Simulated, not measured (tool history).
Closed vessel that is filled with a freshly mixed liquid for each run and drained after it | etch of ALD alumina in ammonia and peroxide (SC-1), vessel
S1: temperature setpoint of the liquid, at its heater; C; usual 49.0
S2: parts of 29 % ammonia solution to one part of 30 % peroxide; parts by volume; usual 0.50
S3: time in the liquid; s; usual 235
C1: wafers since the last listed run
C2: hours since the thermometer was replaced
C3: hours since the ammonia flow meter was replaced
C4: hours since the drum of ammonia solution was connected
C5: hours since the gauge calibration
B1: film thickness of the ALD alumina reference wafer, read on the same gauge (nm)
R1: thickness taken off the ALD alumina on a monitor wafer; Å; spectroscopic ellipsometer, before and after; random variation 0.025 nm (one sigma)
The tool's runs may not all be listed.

run 1 day=0.000 | S1=49.0 S2=0.40 S3=235 | C1=0 C2=1155.5 C3=603.5 C4=266.5 C5=505.8 | B1=90.01 | R1=98.7
run 2 day=3.088 | S1=49.0 S2=0.40 S3=235 | C1=7788 C2=1229.6 C3=677.6 C4=340.6 C5=579.9 | B1=89.98 | R1=99.1
run 3 day=7.433 | S1=49.0 S2=0.50 S3=320 | C1=10962 C2=1333.9 C3=781.9 C4=444.9 C5=684.2 | B1=90.01 | R1=137.5
run 4 day=11.538 | S1=49.0 S2=0.50 S3=320 | C1=10352 C2=1432.4 C3=880.4 C4=543.4 C5=782.7 | B1=90.01 | R1=137.1
run 5 day=15.150 | S1=49.0 S2=0.50 S3=320 | C1=9112 C2=1519.1 C3=967.1 C4=630.1 C5=869.4 | B1=89.99 | R1=136.9
run 6 day=18.192 | S1=49.0 S2=0.50 S3=235 | C1=7672 C2=1592.1 C3=1040.1 C4=703.1 C5=942.4 | B1=89.99 | R1=100.9
run 7 day=20.367 | S1=49.0 S2=0.50 S3=235 | C1=5486 C2=1644.3 C3=1092.3 C4=755.3 C5=994.6 | B1=90.00 | R1=100.2
-- day=20.638 new drum of ammonia solution connected
run 8 day=23.367 | S1=49.0 S2=0.50 S3=235 | C1=7462 C2=1716.3 C3=1164.3 C4=65.5 C5=1066.6 | B1=90.03 | R1=101.6
run 9 day=26.375 | S1=49.0 S2=0.50 S3=235 | C1=7588 C2=1788.5 C3=1236.5 C4=137.7 C5=1138.8 | B1=90.00 | R1=101.6
run 10 day=34.829 | S1=49.0 S2=0.50 S3=235 | C1=21325 C2=1991.4 C3=1439.4 C4=340.6 C5=1341.7 | B1=90.04 | R1=101.1
run 11 day=36.504 | S1=49.0 S2=0.50 S3=235 | C1=4225 C2=2031.6 C3=1479.6 C4=380.8 C5=1381.9 | B1=90.01 | R1=101.1
run 12 day=39.775 | S1=45.5 S2=0.50 S3=235 | C1=8250 C2=2110.1 C3=1558.1 C4=459.3 C5=1460.4 | B1=89.98 | R1=82.5
-- day=42.383 gauge calibrated
run 13 day=42.704 | S1=49.0 S2=0.50 S3=235 | C1=7388 C2=2180.4 C3=1628.4 C4=529.6 C5=7.7 | B1=90.01 | R1=100.8
run 14 day=46.475 | S1=49.0 S2=0.50 S3=350 | C1=9511 C2=2270.9 C3=1718.9 C4=620.1 C5=98.2 | B1=89.98 | R1=149.6
run 15 day=48.138 | S1=55.0 S2=0.30 S3=315 | C1=4193 C2=2310.8 C3=1758.8 C4=660.0 C5=138.1 | B1=89.97 | R1=176.3
run 16 day=51.488 | S1=54.5 S2=0.60 S3=100 | C1=8450 C2=2391.2 C3=1839.2 C4=740.4 C5=218.5 | B1=89.98 | R1=58.6
run 17 day=55.254 | S1=49.0 S2=0.65 S3=360 | C1=9501 C2=2481.6 C3=1929.6 C4=830.8 C5=308.9 | B1=89.98 | R1=156.4
-- day=55.721 thermometer replaced
-- day=56.521 new drum of ammonia solution connected
run 18 day=56.962 | S1=57.5 S2=0.40 S3=145 | C1=4099 C2=29.8 C3=1970.6 C4=10.6 C5=349.9 | B1=90.04 | R1=96.5
run 19 day=59.362 | S1=49.0 S2=0.50 S3=295 | C1=6053 C2=87.4 C3=2028.2 C4=68.2 C5=407.5 | B1=89.99 | R1=126.6

Forecast run 20:
-- day=60.433 ammonia flow meter replaced
run 20 day=63.312 | S1=46.5 S2=0.65 S3=185 | C1=9858 C2=182.2 C3=69.1 C4=163.0 C5=502.3 | B1=? | R1=?

B1: 90.04
R1: 71.6 Å
Without the tool's hidden state the same run would have given R1 71.9 Å.

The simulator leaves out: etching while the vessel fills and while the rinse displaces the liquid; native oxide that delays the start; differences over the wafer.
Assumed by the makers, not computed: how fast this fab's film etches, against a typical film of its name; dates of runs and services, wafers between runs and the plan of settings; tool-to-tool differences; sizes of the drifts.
